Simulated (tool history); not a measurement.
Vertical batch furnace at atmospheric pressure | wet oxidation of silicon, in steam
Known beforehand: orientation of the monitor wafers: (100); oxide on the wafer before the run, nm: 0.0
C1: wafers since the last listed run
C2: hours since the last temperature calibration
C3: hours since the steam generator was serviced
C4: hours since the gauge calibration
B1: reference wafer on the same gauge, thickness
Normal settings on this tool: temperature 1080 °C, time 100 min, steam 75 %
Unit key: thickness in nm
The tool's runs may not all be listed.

run 1 hour=0 | temperature=1080 time=120 steam=75 | C1=0 C2=3461.8 C3=2164 C4=87.3 | B1=746.05 | thickness=843.55
run 2 hour=23.9 | temperature=1080 time=100 steam=75 | C1=164 C2=3485.7 C3=2187.9 C4=111.2 | B1=746.16 | thickness=761.08
run 3 hour=46 | temperature=1080 time=100 steam=67 | C1=151 C2=3507.8 C3=2210 C4=133.3 | B1=745.83 | thickness=712.83
run 4 hour=61.8 | temperature=1080 time=100 steam=67 | C1=108 C2=3523.6 C3=2225.8 C4=149.1 | B1=746.18 | thickness=714.47
run 5 hour=78.7 | temperature=1080 time=100 steam=66 | C1=116 C2=3540.5 C3=2242.7 C4=166 | B1=745.89 | thickness=706.97
run 6 hour=101.5 | temperature=1080 time=100 steam=66 | C1=156 C2=3563.3 C3=2265.5 C4=188.8 | B1=746.51 | thickness=706.81
run 7 hour=122.5 | temperature=1080 time=100 steam=66 | C1=144 C2=3584.3 C3=2286.5 C4=209.8 | B1=746.3 | thickness=707.71
run 8 hour=133.5 | temperature=1080 time=100 steam=79 | C1=75 C2=3595.3 C3=2297.5 C4=220.8 | B1=745.87 | thickness=782.62
run 9 hour=150.4 | temperature=1080 time=100 steam=79 | C1=116 C2=3612.2 C3=2314.4 C4=237.7 | B1=745.7 | thickness=783.45
run 10 hour=170.1 | temperature=1080 time=88 steam=75 | C1=135 C2=3631.9 C3=2334.1 C4=257.4 | B1=746.43 | thickness=707.15
run 11 hour=182 | temperature=1080 time=88 steam=75 | C1=81 C2=3643.8 C3=2346 C4=269.3 | B1=746.18 | thickness=707.72
run 12 hour=202.9 | temperature=1080 time=100 steam=75 | C1=143 C2=3664.7 C3=2366.9 C4=290.2 | B1=745.48 | thickness=760.29
run 13 hour=226.4 | temperature=1080 time=100 steam=75 | C1=161 C2=3688.2 C3=2390.4 C4=313.7 | B1=746.07 | thickness=758.63
run 14 hour=249.8 | temperature=1080 time=100 steam=75 | C1=160 C2=3711.6 C3=2413.8 C4=337.1 | B1=745.69 | thickness=757.03
run 15 hour=272.5 | temperature=1097 time=100 steam=87 | C1=156 C2=3734.3 C3=2436.5 C4=359.8 | B1=746.2 | thickness=877.74
-- hour=280.1 gauge calibrated
run 16 hour=295.7 | temperature=1080 time=118 steam=75 | C1=159 C2=3757.5 C3=2459.7 C4=15.6 | B1=746.07 | thickness=831.47
-- hour=329.3 steam generator serviced
run 17 hour=329.8 | temperature=1080 time=100 steam=69 | C1=69 C2=3791.6 C3=0.5 C4=49.7 | B1=746.25 | thickness=754.26
run 18 hour=335.6 | temperature=1064 time=62 steam=79 | C1=39 C2=3797.4 C3=6.3 C4=55.5 | B1=745.85 | thickness=574.9
run 19 hour=354 | temperature=1062 time=100 steam=64 | C1=126 C2=3815.8 C3=24.7 C4=73.9 | B1=746.07 | thickness=666.46
-- hour=395.4 thermocouples replaced and temperature profile calibrated
run 20 hour=395.9 | temperature=1073 time=100 steam=75 | C1=123 C2=0.5 C3=66.6 C4=115.8 | B1=746.28 | thickness=764.82
run 21 hour=401.7 | temperature=1080 time=76.5 steam=82 | C1=39 C2=6.3 C3=72.4 C4=121.6 | B1=746.14 | thickness=713.32
run 22 hour=408.5 | temperature=1089 time=113.5 steam=75 | C1=46 C2=13.1 C3=79.2 C4=128.4 | B1=746.16 | thickness=877.31
run 23 hour=429.2 | temperature=1089 time=78.5 steam=69 | C1=142 C2=33.8 C3=99.9 C4=149.1 | B1=746.23 | thickness=680.42
run 24 hour=439.9 | temperature=1068 time=118.5 steam=65 | C1=73 C2=44.5 C3=110.6 C4=159.8 | B1=746.19 | thickness=760.74
run 25 hour=465.5 | temperature=1080 time=88 steam=75 | C1=175 C2=70.1 C3=136.2 C4=185.4 | B1=745.97 | thickness=733.12
run 26 hour=478 | temperature=1080 time=100 steam=79 | C1=85 C2=82.6 C3=148.7 C4=197.9 | B1=746.22 | thickness=812.93
run 27 hour=489.7 | temperature=1080 time=100 steam=75 | C1=80 C2=94.3 C3=160.4 C4=209.6 | B1=746.1 | thickness=788.04
run 28 hour=504.1 | temperature=1060 time=62 steam=75 | C1=98 C2=108.7 C3=174.8 C4=224 | B1=745.8 | thickness=543.6
run 29 hour=519.8 | temperature=1080 time=100 steam=75 | C1=107 C2=124.4 C3=190.5 C4=239.7 | B1=746 | thickness=790

List, for all runs, the conditions of the tool that the log does not record:
true tube temperature minus thermocouple reading, K: 0 at every run
gauge reads high (%): 0 at every run
H1: steam share off its setpoint, % of the setpoint
run=1 H1=-6.75
run=2 H1=-6.82
run=3 H1=-6.89
run=4 H1=-6.94
run=5 H1=-6.99
run=6 H1=-7.06
run=7 H1=-7.12
run=8 H1=-7.16
run=9 H1=-7.21
run=10 H1=-7.27
run=11 H1=-7.31
run=12 H1=-7.37
run=13 H1=-7.45
run=14 H1=-7.52
run=15 H1=-7.59
run=16 H1=-7.66
run=17 H1=-0.414
run=18 H1=-0.431
run=19 H1=-0.488
run=20 H1=-0.618
run=21 H1=-0.635
run=22 H1=-0.656
run=23 H1=-0.72
run=24 H1=-0.753
run=25 H1=-0.832
run=26 H1=-0.871
run=27 H1=-0.907
run=28 H1=-0.952
run=29 H1=-1

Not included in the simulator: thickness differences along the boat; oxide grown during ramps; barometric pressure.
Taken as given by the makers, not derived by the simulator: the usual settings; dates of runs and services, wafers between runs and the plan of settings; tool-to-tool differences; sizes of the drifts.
